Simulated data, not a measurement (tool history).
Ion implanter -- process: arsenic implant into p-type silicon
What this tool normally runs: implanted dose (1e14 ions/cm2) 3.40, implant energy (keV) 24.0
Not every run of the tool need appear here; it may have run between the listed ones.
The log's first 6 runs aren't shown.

run,hour,implanted dose (1e14 ions/cm2),implant energy (keV),"read-back reference wafer on the same gauge, sheet resistance",sheet resistance of the implanted and annealed layer (ohm/square)
7,310.4,3.40,22.0,243.89,307.77
8,335.2,3.40,24.0,244.16,301.22
9,362.1,3.40,24.0,243.79,305.89
10,421.8,3.40,27.0,244.00,298.03
11,476.4,3.81,30.5,243.87,270.69
12,510.3,3.40,24.0,243.99,306.07
13,557.1,3.40,24.0,244.03,306.70
14,624.0,3.40,24.0,243.93,306.92
15,691.5,3.40,24.0,244.12,307.15
16,729.5,3.92,29.5,243.68,268.25
17,778.3,3.80,19.5,244.02,291.46
18,810.7,2.88,20.0,243.99,359.16
# hour 842.5: Faraday cup replaced and dose calibrated
# hour 858.1: extraction supply calibrated
# hour 868.8: gauge calibrated
19,873.2,3.40,24.0,244.32,299.69
20,943.4,3.40,30.5,244.29,290.99
21,1013.8,4.24,17.5,243.91,267.13
22,1085.2,3.66,31.0,243.73,276.66
23,1132.8,3.40,24.0,243.86,304.34
24,1163.0,3.40,24.0,244.21,305.34
25,1214.4,2.69,27.5,243.95,357.91
26,1271.0,4.36,17.0,243.89,264.90
27,1317.9,3.11,16.0,244.42,343.92
28,1351.8,4.38,24.0,243.99,252.34
29,1395.0,3.70,21.5,244.05,291.31
30,1458.0,2.76,32.5,244.37,345.28

Alternative continuations, all from the tool just after run 30; predict every row:
A,1458.4,3.40,19.0,?,?
B,1458.4,2.69,30.5,?,?
C,1458.4,3.93,16.5,?,?

run,"read-back reference wafer on the same gauge, sheet resistance",sheet resistance of the implanted and annealed layer (ohm/square)
A,244.13,317.51
B,244.13,355.23
C,244.13,289.64
Had the tool no hidden state, the same runs would have come out as:
run,sheet resistance of the implanted and annealed layer (ohm/square)
A,309.04
B,345.84
C,281.99
